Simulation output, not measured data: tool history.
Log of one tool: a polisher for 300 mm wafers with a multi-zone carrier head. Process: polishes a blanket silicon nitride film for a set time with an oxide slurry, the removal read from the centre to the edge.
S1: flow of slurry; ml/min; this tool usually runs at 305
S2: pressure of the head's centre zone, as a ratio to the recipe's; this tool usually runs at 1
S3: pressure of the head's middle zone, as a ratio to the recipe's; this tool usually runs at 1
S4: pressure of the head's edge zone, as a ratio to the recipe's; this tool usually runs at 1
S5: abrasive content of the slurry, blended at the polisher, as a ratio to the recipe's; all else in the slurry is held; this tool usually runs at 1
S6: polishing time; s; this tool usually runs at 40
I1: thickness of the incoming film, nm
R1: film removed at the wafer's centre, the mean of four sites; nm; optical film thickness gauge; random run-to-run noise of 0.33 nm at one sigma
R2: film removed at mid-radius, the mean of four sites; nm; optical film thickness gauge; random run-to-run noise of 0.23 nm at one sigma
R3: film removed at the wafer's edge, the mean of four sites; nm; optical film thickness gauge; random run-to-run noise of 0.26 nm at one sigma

| run | day | S1 | S2 | S3 | S4 | S5 | S6 | I1 | R1 | R2 | R3 |
|---|---|---|---|---|---|---|---|---|---|---|---|
| 1 | 0 | 305 | 1 | 1 | 0.96 | 1 | 40 | 387.1 | 26.2 | 26.5 | 25.1 |
| 2 | 2.508 | 275 | 1 | 1 | 1 | 0.8 | 40 | 393 | 22 | 22.7 | 21.7 |
| 3 | 4.504 | 275 | 1 | 1 | 1 | 0.8 | 40 | 389.6 | 22 | 22.5 | 21.9 |
| 4 | 6.492 | 305 | 1 | 1 | 1 | 1 | 40 | 388.5 | 25.8 | 26.7 | 25.6 |
| 5 | 9.212 | 305 | 1 | 1 | 1 | 1 | 40 | 385 | 25.7 | 26.2 | 25.6 |
| 6 | 11.742 | 305 | 1 | 1 | 1 | 0.9 | 40 | 383 | 24.5 | 24.6 | 23.8 |
| 7 | 16.217 | 245 | 1 | 1 | 1 | 1 | 40 | 388.6 | 24.8 | 25.6 | 25.4 |
| 8 | 17.546 | 360 | 1 | 1 | 1 | 1 | 40 | 389.4 | 26.2 | 27 | 25.7 |
| 9 | 20.392 | 305 | 1 | 1 | 1 | 1 | 40 | 390.5 | 26.4 | 26.6 | 25.7 |
| 10 | 23.15 | 305 | 1 | 1 | 1 | 0.9 | 48 | 390.4 | 28.8 | 30.3 | 28.7 |
| 11 | 26.1 | 305 | 1 | 1 | 1 | 1 | 40 | 390.4 | 25.8 | 26.4 | 25.6 |
| 12 | 28.446 | 305 | 1 | 1 | 1 | 1 | 40 | 398.2 | 26.4 | 26.1 | 25.5 |
| 13 | 29.517 | 205 | 0.88 | 1 | 1 | 1 | 40 | 389.9 | 21.8 | 25.8 | 24.8 |
| 14 | 31.4 | 255 | 1.06 | 1 | 1 | 0.75 | 32 | 393.7 | 17.7 | 17.1 | 16.3 |
| 15 | 33.508 | 305 | 1.07 | 1 | 0.94 | 1 | 40 | 389.2 | 27.7 | 26.6 | 24.9 |

Withheld: 11 entries from between the runs. Position of each, and hidden state at the listed run before versus the listed run after:
Runs 1 to 2: worn pad replaced by a new one (day 1.325)
  nothing in the hidden state changes from one run to the other
Runs 4 to 5: worn pad replaced by a new one (day 7.438); slurry nozzle cleaned (day 8.396)
  nothing in the hidden state changes from one run to the other
Runs 6 to 7: centre zone pressure recalibrated (day 13.229); worn pad replaced by a new one (day 13.421)
  nothing in the hidden state changes from one run to the other
Runs 9 to 10: worn pad replaced by a new one (day 20.579); slurry nozzle cleaned (day 21.746)
  nothing in the hidden state changes from one run to the other
Runs 10 to 11: carrier head's membrane replaced by a new one (day 25.517); edge zone pressure recalibrated (day 26.05)
  nothing in the hidden state changes from one run to the other
Runs 11 to 12: worn pad replaced by a new one (day 26.521)
  nothing in the hidden state changes from one run to the other
Runs 14 to 15: worn pad replaced by a new one (day 32.754)
  nothing in the hidden state changes from one run to the other

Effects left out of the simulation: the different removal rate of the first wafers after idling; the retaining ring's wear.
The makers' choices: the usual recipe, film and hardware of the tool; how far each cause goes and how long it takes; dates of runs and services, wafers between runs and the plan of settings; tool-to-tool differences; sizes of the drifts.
